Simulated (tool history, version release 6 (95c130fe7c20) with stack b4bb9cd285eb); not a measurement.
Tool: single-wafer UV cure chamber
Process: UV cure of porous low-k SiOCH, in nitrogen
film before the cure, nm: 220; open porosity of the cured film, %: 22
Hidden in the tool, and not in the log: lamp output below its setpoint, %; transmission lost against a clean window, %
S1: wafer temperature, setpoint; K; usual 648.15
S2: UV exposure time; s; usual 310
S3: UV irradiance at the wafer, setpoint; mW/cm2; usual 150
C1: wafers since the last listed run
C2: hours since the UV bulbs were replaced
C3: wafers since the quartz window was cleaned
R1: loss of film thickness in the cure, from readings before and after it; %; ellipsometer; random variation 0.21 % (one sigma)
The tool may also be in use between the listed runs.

| run | hour | S1 | S2 | S3 | C1 | C2 | C3 | R1 |
|---|---|---|---|---|---|---|---|---|
| 1 | 0 | 648.15 | 310 | 150 | 0 | 656.5 | 2073 | 15.665 |
| 2 | 13.7 | 648.15 | 310 | 168 | 74 | 670.2 | 2148 | 15.875 |
| 3 | 21.5 | 648.15 | 310 | 168 | 42 | 678 | 2191 | 16.371 |
| 4 | 35.9 | 648.15 | 245 | 122 | 78 | 692.4 | 2269 | 13.803 |
| 5 | 44.8 | 648.15 | 245 | 122 | 48 | 701.3 | 2318 | 13.967 |
| 6 | 57 | 648.15 | 310 | 150 | 66 | 713.5 | 2385 | 15.841 |
| 7 | 64.5 | 648.15 | 310 | 150 | 40 | 721 | 2426 | 15.7 |
| 8 | 78.3 | 648.15 | 310 | 150 | 75 | 734.8 | 2501 | 15.981 |
| 9 | 88.5 | 648.15 | 210 | 150 | 55 | 745 | 2557 | 13.792 |
| 10 | 102.7 | 648.15 | 210 | 150 | 77 | 759.2 | 2634 | 13.914 |
| 11 | 109.2 | 648.15 | 210 | 150 | 35 | 765.7 | 2670 | 14.013 |
| 12 | 118.8 | 648.15 | 310 | 177 | 52 | 775.3 | 2722 | 16.81 |
| 13 | 128.5 | 648.15 | 310 | 177 | 52 | 785 | 2775 | 16.451 |
| 14 | 177.3 | 648.15 | 310 | 177 | 266 | 833.8 | 3042 | 16.632 |
| 15 | 192.3 | 648.15 | 310 | 150 | 81 | 848.8 | 3123 | 15.765 |
| 16 | 206.7 | 648.15 | 310 | 150 | 78 | 863.2 | 3202 | 16.039 |
| 17 | 224.7 | 642.15 | 310 | 114 | 98 | 881.2 | 3300 | 14.232 |
|  | 236.2 | UV bulbs replaced |
| 18 | 236.7 | 648.15 | 310 | 177 | 21 | 0.5 | 3322 | 16.734 |
| 19 | 240.5 | 648.15 | 310 | 150 | 20 | 4.3 | 3343 | 16.052 |
| 20 | 254.6 | 662.15 | 235 | 150 | 76 | 18.4 | 3420 | 14.829 |
| 21 | 267.4 | 630.15 | 455 | 114 | 69 | 31.2 | 3490 | 15.985 |
|  | 281.1 | quartz window cleaned |
| 22 | 281.6 | 648.15 | 310 | 150 | 33 | 45.4 | 2 | 16.017 |
| 23 | 284.2 | 654.15 | 310 | 162 | 14 | 48 | 16 | 16.469 |
| 24 | 291.1 | 648.15 | 360 | 150 | 37 | 54.9 | 54 | 16.732 |
| 25 | 300.7 | 648.15 | 455 | 150 | 52 | 64.5 | 107 | 18.099 |
| 26 | 308.7 | 635.15 | 180 | 187 | 43 | 72.5 | 150 | 13.889 |
| 27 | 315.4 | 648.15 | 310 | 150 | 36 | 79.2 | 187 | 15.871 |
| 28 | 321.7 | 648.15 | 310 | 150 | 34 | 85.5 | 221 | 16.072 |
| 29 | 336.1 | 665.15 | 445 | 150 | 78 | 99.9 | 300 | 18.4 |
| 30 | 350.7 | 657.15 | 380 | 130 | 79 | 114.5 | 380 | 16.394 |
| 31 | 394.3 | 631.15 | 245 | 150 | 238 | 158.1 | 618 | 14.332 |
| 32 | 406.6 | 648.15 | 310 | 120 | 67 | 170.4 | 685 | 14.759 |
| 33 | 416 | 648.15 | 310 | 150 | 51 | 179.8 | 736 | 15.976 |

Forecast each of these 4 alternatives for the next run:
| A | 416.5 | 665.15 | 310 | 150 | 2 | 180.3 | 739 | ? |
| B | 416.5 | 648.15 | 310 | 132 | 2 | 180.3 | 739 | ? |
| C | 416.5 | 667.15 | 250 | 126 | 2 | 180.3 | 739 | ? |
| D | 416.5 | 648.15 | 450 | 113 | 2 | 180.3 | 739 | ? |

| run | R1 |
|---|---|
| A | 16.272 |
| B | 15.283 |
| C | 14.36 |
| D | 16.377 |
Without the tool's hidden state the same runs would have given:
| run | R1 |
|---|---|
| A | 16.272 |
| B | 15.283 |
| C | 14.36 |
| D | 16.377 |

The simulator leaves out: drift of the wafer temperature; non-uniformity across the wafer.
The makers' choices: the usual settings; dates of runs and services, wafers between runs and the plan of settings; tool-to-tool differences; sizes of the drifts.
